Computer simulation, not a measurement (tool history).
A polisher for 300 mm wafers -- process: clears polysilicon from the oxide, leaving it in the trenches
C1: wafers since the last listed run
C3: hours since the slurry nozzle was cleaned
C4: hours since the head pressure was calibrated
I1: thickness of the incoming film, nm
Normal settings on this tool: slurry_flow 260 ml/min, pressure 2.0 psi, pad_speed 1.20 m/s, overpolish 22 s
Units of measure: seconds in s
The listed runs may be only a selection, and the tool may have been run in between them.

run 1 hour=0.0 | slurry_flow=260 pressure=2.5 pad_speed=1.20 overpolish=14 | C1=0 wafers_polished_on_this_pad=2471 C3=169.0 C4=406.9 | I1=520.4 | seconds=35.5
run 2 hour=43.2 | slurry_flow=260 pressure=2.5 pad_speed=1.20 overpolish=14 | C1=461 wafers_polished_on_this_pad=2933 C3=212.2 C4=450.1 | I1=530.7 | seconds=35.7
-- hour=85.1 worn pad replaced by a new one
run 3 hour=85.6 | slurry_flow=260 pressure=2.5 pad_speed=1.20 overpolish=14 | C1=410 wafers_polished_on_this_pad=5 C3=254.6 C4=492.5 | I1=538.0 | seconds=35.5
run 4 hour=110.1 | slurry_flow=260 pressure=2.0 pad_speed=1.20 overpolish=22 | C1=261 wafers_polished_on_this_pad=267 C3=279.1 C4=517.0 | I1=525.7 | seconds=42.6
run 5 hour=142.6 | slurry_flow=260 pressure=2.0 pad_speed=1.20 overpolish=22 | C1=347 wafers_polished_on_this_pad=614 C3=311.6 C4=549.5 | I1=535.8 | seconds=43.4
-- hour=161.4 slurry nozzle cleaned
run 6 hour=207.3 | slurry_flow=260 pressure=2.0 pad_speed=1.20 overpolish=22 | C1=680 wafers_polished_on_this_pad=1294 C3=45.9 C4=614.2 | I1=535.9 | seconds=43.6
run 7 hour=234.0 | slurry_flow=320 pressure=2.0 pad_speed=0.90 overpolish=22 | C1=285 wafers_polished_on_this_pad=1579 C3=72.6 C4=640.9 | I1=534.0 | seconds=57.2
run 8 hour=291.2 | slurry_flow=320 pressure=2.0 pad_speed=0.90 overpolish=22 | C1=610 wafers_polished_on_this_pad=2190 C3=129.8 C4=698.1 | I1=528.9 | seconds=55.9
run 9 hour=326.9 | slurry_flow=260 pressure=2.0 pad_speed=1.20 overpolish=22 | C1=381 wafers_polished_on_this_pad=2572 C3=165.5 C4=733.8 | I1=526.2 | seconds=42.6
run 10 hour=376.9 | slurry_flow=260 pressure=2.0 pad_speed=1.20 overpolish=22 | C1=534 wafers_polished_on_this_pad=3106 C3=215.5 C4=783.8 | I1=521.8 | seconds=41.6
-- hour=397.4 worn pad replaced by a new one
run 11 hour=411.3 | slurry_flow=260 pressure=2.0 pad_speed=1.20 overpolish=22 | C1=324 wafers_polished_on_this_pad=148 C3=249.9 C4=818.2 | I1=530.2 | seconds=41.8
run 12 hour=472.6 | slurry_flow=260 pressure=2.0 pad_speed=1.20 overpolish=31 | C1=654 wafers_polished_on_this_pad=802 C3=311.2 C4=879.5 | I1=526.4 | seconds=41.9
run 13 hour=497.9 | slurry_flow=260 pressure=2.0 pad_speed=1.20 overpolish=31 | C1=270 wafers_polished_on_this_pad=1073 C3=336.5 C4=904.8 | I1=528.2 | seconds=41.6
-- hour=513.7 slurry nozzle cleaned
-- hour=521.4 head pressure recalibrated
run 14 hour=522.0 | slurry_flow=260 pressure=2.4 pad_speed=1.20 overpolish=22 | C1=225 wafers_polished_on_this_pad=1298 C3=8.3 C4=0.6 | I1=520.0 | seconds=33.6
run 15 hour=566.3 | slurry_flow=260 pressure=2.4 pad_speed=1.20 overpolish=22 | C1=473 wafers_polished_on_this_pad=1771 C3=52.6 C4=44.9 | I1=520.4 | seconds=32.5
run 16 hour=610.1 | slurry_flow=195 pressure=1.6 pad_speed=0.84 overpolish=32 | C1=467 wafers_polished_on_this_pad=2239 C3=96.4 C4=88.7 | I1=531.1 | seconds=73.0
run 17 hour=642.4 | slurry_flow=260 pressure=1.8 pad_speed=1.58 overpolish=28 | C1=344 wafers_polished_on_this_pad=2584 C3=128.7 C4=121.0 | I1=529.3 | seconds=33.3
run 18 hour=688.1 | slurry_flow=195 pressure=1.6 pad_speed=1.20 overpolish=22 | C1=488 wafers_polished_on_this_pad=3072 C3=174.4 C4=166.7 | I1=539.3 | seconds=50.9
run 19 hour=742.1 | slurry_flow=260 pressure=2.0 pad_speed=1.50 overpolish=22 | C1=576 wafers_polished_on_this_pad=3649 C3=228.4 C4=220.7 | I1=538.3 | seconds=31.9
-- hour=772.9 worn pad replaced by a new one
run 20 hour=803.9 | slurry_flow=200 pressure=2.0 pad_speed=1.50 overpolish=13 | C1=617 wafers_polished_on_this_pad=330 C3=290.2 C4=282.5 | I1=530.7 | seconds=32.8
-- hour=828.9 head pressure recalibrated, repeated, since the last time left the tool worse
run 21 hour=857.2 | slurry_flow=210 pressure=2.6 pad_speed=1.52 overpolish=17 | C1=547 wafers_polished_on_this_pad=878 C3=343.5 C4=28.3 | I1=528.8 | seconds=28.0
-- hour=895.5 slurry nozzle cleaned
run 22 hour=903.4 | slurry_flow=260 pressure=2.0 pad_speed=1.20 overpolish=22 | C1=482 wafers_polished_on_this_pad=1361 C3=7.9 C4=74.5 | I1=528.3 | seconds=44.4
run 23 hour=931.6 | slurry_flow=260 pressure=1.8 pad_speed=1.06 overpolish=22 | C1=301 wafers_polished_on_this_pad=1662 C3=36.1 C4=102.7 | I1=538.3 | seconds=55.1
run 24 hour=1049.5 | slurry_flow=260 pressure=2.0 pad_speed=1.20 overpolish=22 | C1=1259 wafers_polished_on_this_pad=2921 C3=154.0 C4=220.6 | I1=528.8 | seconds=42.5
run 25 hour=1084.8 | slurry_flow=260 pressure=2.0 pad_speed=1.20 overpolish=31 | C1=377 wafers_polished_on_this_pad=3298 C3=189.3 C4=255.9 | I1=526.4 | seconds=42.6
-- hour=1128.3 worn pad replaced by a new one
run 26 hour=1141.9 | slurry_flow=215 pressure=2.4 pad_speed=1.44 overpolish=18 | C1=567 wafers_polished_on_this_pad=145 C3=246.4 C4=313.0 | I1=536.4 | seconds=32.0
run 27 hour=1192.4 | slurry_flow=200 pressure=1.4 pad_speed=1.46 overpolish=11 | C1=539 wafers_polished_on_this_pad=685 C3=296.9 C4=363.5 | I1=526.6 | seconds=48.6
-- hour=1197.8 slurry nozzle cleaned
run 28 hour=1249.3 | slurry_flow=195 pressure=1.6 pad_speed=1.20 overpolish=22 | C1=597 wafers_polished_on_this_pad=1282 C3=51.5 C4=420.4 | I1=532.7 | seconds=55.1
run 29 hour=1315.4 | slurry_flow=320 pressure=1.7 pad_speed=1.40 overpolish=22 | C1=705 wafers_polished_on_this_pad=1988 C3=117.6 C4=486.5 | I1=525.9 | seconds=40.3
run 30 hour=1359.2 | slurry_flow=260 pressure=2.0 pad_speed=1.52 overpolish=33 | C1=467 wafers_polished_on_this_pad=2455 C3=161.4 C4=530.3 | I1=531.4 | seconds=33.2
run 31 hour=1404.5 | slurry_flow=260 pressure=2.0 pad_speed=1.20 overpolish=22 | C1=483 wafers_polished_on_this_pad=2939 C3=206.7 C4=575.6 | I1=517.6 | seconds=42.1
-- hour=1458.0 worn pad replaced by a new one
run 32 hour=1469.4 | slurry_flow=190 pressure=1.7 pad_speed=1.00 overpolish=11 | C1=650 wafers_polished_on_this_pad=121 C3=271.6 C4=640.5 | I1=530.5 | seconds=61.2
run 33 hour=1524.4 | slurry_flow=260 pressure=2.0 pad_speed=1.20 overpolish=22 | C1=587 wafers_polished_on_this_pad=708 C3=326.6 C4=695.5 | I1=525.4 | seconds=41.9
-- hour=1590.0 slurry nozzle cleaned
run 34 hour=1590.5 | slurry_flow=320 pressure=1.8 pad_speed=1.46 overpolish=22 | C1=695 wafers_polished_on_this_pad=1404 C3=0.5 C4=761.6 | I1=531.8 | seconds=37.4

Some steps in seconds between neighbouring runs. How much of each would the tool show without its hidden state too (settings, what came in, random variation), and how much is left for the hidden state, with any gauge scatter that isn't in both results?
Hidden state at play: removal rate lost through wear of the pad, %; slurry flow missing at the pad, %; deviation of the head's pressure from its setpoint, %.
Run 15 -> 16: slurry_flow 260 -> 195, pressure 2.4 -> 1.6, pad_speed 1.20 -> 0.84, overpolish 22 -> 32. seconds +40.5 s: hidden state -5.1, all else +45.6.
Run 16 -> 17: slurry_flow 195 -> 260, pressure 1.6 -> 1.8, pad_speed 0.84 -> 1.58, overpolish 32 -> 28. seconds -39.7 s: hidden state +4.8, all else -44.5.
Run 20 -> 21: slurry_flow 200 -> 210, pressure 2.0 -> 2.6, pad_speed 1.50 -> 1.52, overpolish 13 -> 17, head pressure recalibrated, repeated, since the last time left the tool worse. seconds -4.8 s: hidden state +3.9, all else -8.7.
Run 32 -> 33: slurry_flow 190 -> 260, pressure 1.7 -> 2.0, pad_speed 1.00 -> 1.20, overpolish 11 -> 22. seconds -19.3 s: hidden state +1.1, all else -20.4.

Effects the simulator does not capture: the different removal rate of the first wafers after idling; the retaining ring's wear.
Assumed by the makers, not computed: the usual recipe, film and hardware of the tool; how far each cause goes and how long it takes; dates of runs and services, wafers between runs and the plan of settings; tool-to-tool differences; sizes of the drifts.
